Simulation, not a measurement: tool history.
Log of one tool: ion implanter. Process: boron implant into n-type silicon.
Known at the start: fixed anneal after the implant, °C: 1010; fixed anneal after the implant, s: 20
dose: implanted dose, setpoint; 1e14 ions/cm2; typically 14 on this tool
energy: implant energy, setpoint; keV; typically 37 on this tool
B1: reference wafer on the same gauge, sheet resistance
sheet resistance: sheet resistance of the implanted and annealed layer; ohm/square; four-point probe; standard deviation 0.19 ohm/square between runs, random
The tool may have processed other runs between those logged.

{"run": 1, "hour": 0.0, "dose": 14, "energy": 26.5, "B1": 96.43, "sheet resistance": 86.2}
{"run": 2, "hour": 38.1, "dose": 16.86, "energy": 37, "B1": 96.46, "sheet resistance": 72.32}
{"run": 3, "hour": 79.5, "dose": 14, "energy": 44, "B1": 96.55, "sheet resistance": 82.94}
{"run": 4, "hour": 116.9, "dose": 14, "energy": 37, "B1": 96.48, "sheet resistance": 83.79}
{"run": 5, "hour": 206.3, "dose": 14, "energy": 37, "B1": 96.54, "sheet resistance": 84.09}
{"run": 6, "hour": 267.2, "dose": 14, "energy": 37, "B1": 96.46, "sheet resistance": 83.68}
{"run": 7, "hour": 329.3, "dose": 14, "energy": 37, "B1": 96.56, "sheet resistance": 83.44}
{"run": 8, "hour": 369.9, "dose": 14, "energy": 37, "B1": 96.47, "sheet resistance": 83.89}
{"run": 9, "hour": 569.4, "dose": 14, "energy": 37, "B1": 96.48, "sheet resistance": 83.91}
{"run": 10, "hour": 618.0, "dose": 14, "energy": 37, "B1": 96.49, "sheet resistance": 84.06}
{"run": 11, "hour": 685.8, "dose": 14, "energy": 37, "B1": 96.54, "sheet resistance": 83.84}
{"run": 12, "hour": 793.1, "dose": 14, "energy": 37, "B1": 96.51, "sheet resistance": 83.79}
{"run": 13, "hour": 858.6, "dose": 12.41, "energy": 31.5, "B1": 96.54, "sheet resistance": 93.31}
{"run": 14, "hour": 902.0, "dose": 14, "energy": 37, "B1": 96.53, "sheet resistance": 83.82}
{"run": 15, "hour": 968.9, "dose": 12.34, "energy": 29, "B1": 96.5, "sheet resistance": 94.36}
{"run": 16, "hour": 1046.9, "dose": 16.13, "energy": 27.5, "B1": 96.46, "sheet resistance": 77.46}
{"run": 17, "hour": 1094.7, "dose": 16.9, "energy": 47, "B1": 96.47, "sheet resistance": 70.52}
{"run": 18, "hour": 1199.1, "dose": 10.66, "energy": 47.5, "B1": 96.54, "sheet resistance": 103.53}
{"run": 19, "hour": 1301.2, "dose": 14, "energy": 37, "B1": 96.44, "sheet resistance": 83.92}
{"hour": 1358.9, "done": "gauge calibrated"}
{"hour": 1365.1, "done": "Faraday cup replaced and dose calibrated"}
{"run": 20, "hour": 1374.1, "dose": 14, "energy": 32, "B1": 96.43, "sheet resistance": 84.78}
{"run": 21, "hour": 1433.8, "dose": 15.71, "energy": 41.5, "B1": 96.41, "sheet resistance": 75.8}
{"run": 22, "hour": 1512.1, "dose": 12.91, "energy": 26, "B1": 96.44, "sheet resistance": 91.81}
{"hour": 1528.7, "done": "extraction supply calibrated"}
{"run": 23, "hour": 1562.4, "dose": 10.21, "energy": 42.5, "B1": 96.41, "sheet resistance": 107.58}
{"run": 24, "hour": 1666.4, "dose": 11.65, "energy": 32, "B1": 96.54, "sheet resistance": 98}
{"run": 25, "hour": 1967.2, "dose": 9.84, "energy": 40.5, "B1": 96.45, "sheet resistance": 111.93}
{"run": 26, "hour": 2012.0, "dose": 12.91, "energy": 26, "B1": 96.46, "sheet resistance": 91.7}
{"run": 27, "hour": 2050.9, "dose": 11.26, "energy": 32, "B1": 96.53, "sheet resistance": 100.76}
{"run": 28, "hour": 2100.2, "dose": 15.68, "energy": 27, "B1": 96.53, "sheet resistance": 78.94}
{"run": 29, "hour": 2154.8, "dose": 16.15, "energy": 29, "B1": 96.55, "sheet resistance": 76.44}
{"run": 30, "hour": 2203.5, "dose": 14, "energy": 41, "B1": 96.52, "sheet resistance": 83.06}
{"run": 31, "hour": 2246.9, "dose": 14, "energy": 45.5, "B1": 96.48, "sheet resistance": 82.84}
{"run": 32, "hour": 2327.0, "dose": 14, "energy": 48, "B1": 96.53, "sheet resistance": 82.67}
{"run": 33, "hour": 2380.5, "dose": 14, "energy": 37, "B1": 96.49, "sheet resistance": 84.03}
{"run": 34, "hour": 2452.4, "dose": 10.89, "energy": 26.5, "B1": 96.41, "sheet resistance": 104.42}
{"run": 35, "hour": 2511.1, "dose": 14, "energy": 37, "B1": 96.47, "sheet resistance": 84}
{"run": 36, "hour": 2611.4, "dose": 15.86, "energy": 27.5, "B1": 96.47, "sheet resistance": 77.77}

What was the tool's hidden state at every run in the log?
deviation of the true dose from the Faraday cup's reading, %: 0 across all the runs
deviation of the true energy from its setpoint, %: 0 across all the runs
gauge reads high (%): 0 across all the runs

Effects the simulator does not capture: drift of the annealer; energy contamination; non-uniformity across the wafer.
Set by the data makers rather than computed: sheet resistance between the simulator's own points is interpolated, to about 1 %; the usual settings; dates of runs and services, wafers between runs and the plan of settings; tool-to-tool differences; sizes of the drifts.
